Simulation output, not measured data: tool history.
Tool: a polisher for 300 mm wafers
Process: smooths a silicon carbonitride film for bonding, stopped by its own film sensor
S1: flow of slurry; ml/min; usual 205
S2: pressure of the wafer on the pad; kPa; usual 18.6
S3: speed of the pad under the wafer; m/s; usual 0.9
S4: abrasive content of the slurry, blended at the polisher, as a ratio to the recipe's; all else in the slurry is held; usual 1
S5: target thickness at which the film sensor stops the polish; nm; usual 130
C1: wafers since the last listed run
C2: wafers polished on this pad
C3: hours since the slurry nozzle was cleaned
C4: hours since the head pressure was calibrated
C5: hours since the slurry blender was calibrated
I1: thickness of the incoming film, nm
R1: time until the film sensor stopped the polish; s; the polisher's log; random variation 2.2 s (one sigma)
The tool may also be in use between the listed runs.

run	hour	S1	S2	S3	S4	S5	C1	C2	C3	C4	C5	I1	R1
1	0	205	18.6	0.9	1	130	0	851	283.1	663.4	27.3	161.2	129.3
# hour 4.9: worn pad replaced by a new one
2	41.2	205	18.6	0.9	1	130	288	281	324.3	704.6	68.5	157	112.2
3	50.3	205	18.6	0.9	1	130	70	352	333.4	713.7	77.6	160.6	127.9
4	60.8	205	18.6	0.72	1	130	81	433	343.9	724.2	88.1	159.2	146.9
5	68.6	205	18.6	0.72	1	130	60	494	351.7	732	95.9	161.1	157
6	75.6	205	18.6	0.72	1	130	54	548	358.7	739	102.9	162.3	163.3
7	90.2	205	18.6	0.9	1	130	113	661	373.3	753.6	117.5	160.4	131.6
8	108.1	205	18.6	0.9	1	130	138	800	391.2	771.5	135.4	160	128.7
9	123.3	205	18.6	0.9	1	130	117	918	406.4	786.7	150.6	159.9	131.1
10	140.7	205	18.6	0.9	1	130	134	1053	423.8	804.1	168	157.4	115.6
# hour 152.2: head pressure recalibrated
11	155.5	205	18.6	0.9	1	130	99	1152	438.6	3.3	182.8	159.4	127.1
# hour 160.4: worn pad replaced by a new one
# hour 160.8: slurry blender recalibrated
# hour 163.3: slurry nozzle cleaned
12	164.6	205	21.4	0.9	1	130	28	21	1.3	12.4	3.8	162.5	115.1
13	171.4	205	21.4	0.9	1	130	52	74	8.1	19.2	10.6	159.7	105.4
14	180.7	205	21.4	0.9	1	130	72	146	17.4	28.5	19.9	160.4	110.1
15	191.7	205	18.6	1.16	1.2	126	85	231	28.4	39.5	30.9	159.9	102.8
16	203.6	265	18.6	0.78	0.8	127	92	324	40.3	51.4	42.8	160.9	179.6
17	218.1	205	18.6	0.9	1	124	112	436	54.8	65.9	57.3	160.3	156.7
18	224.6	205	18.6	0.72	1	130	50	486	61.3	72.4	63.8	160.9	158.1
19	236.9	205	16.5	0.8	1	130	95	582	73.6	84.7	76.1	157.8	145.2
20	254.3	205	18.6	0.64	1	130	134	717	91	102.1	93.5	158.4	162.5
21	263.3	205	18.6	0.9	1	130	69	787	100	111.1	102.5	161.3	135.5
22	271.3	205	15.2	0.9	1.25	136	62	849	108	119.1	110.5	160.1	112.9
23	279.4	205	21.4	1.02	1.15	136	62	912	116.1	127.2	118.6	160.5	79.9
24	288.7	205	18.6	0.9	0.9	130	72	984	125.4	136.5	127.9	159.7	136.3
# hour 299.2: worn pad replaced by a new one
25	299.7	205	22.8	0.9	1	139	54	4	136.4	147.5	138.9	157.5	62.6
26	305.5	205	18.6	0.9	0.9	125	44	49	142.2	153.3	144.7	159.1	157.5
# hour 320.3: slurry blender recalibrated
27	320.8	270	18.6	1	0.9	133	103	152	157.5	168.6	0.5	159.3	96.2
28	335.6	205	18.6	0.9	1	130	114	267	172.3	183.4	15.3	159.8	119.7
29	341.9	205	18.6	0.72	1	122	48	315	178.6	189.7	21.6	160.1	183.7

Forecast each of these 5 alternatives for the next run:
A	342.4	205	18.6	0.9	1	130	3	319	179.1	190.2	22.1	160.1	?
B	342.4	150	18.6	0.9	1	130	3	319	179.1	190.2	22.1	160.1	?
C	342.4	205	24.8	0.6	1	126	3	319	179.1	190.2	22.1	160.1	?
D	342.4	205	18.6	0.78	0.8	130	3	319	179.1	190.2	22.1	160.1	?
E	342.4	205	18.6	0.66	1	130	3	319	179.1	190.2	22.1	160.1	?

run	R1
A	121
B	126.8
C	142.1
D	153.3
E	155
Without the tool's hidden state the same runs would have given:
run	R1
A	117.8
B	123.6
C	138.5
D	148.8
E	151
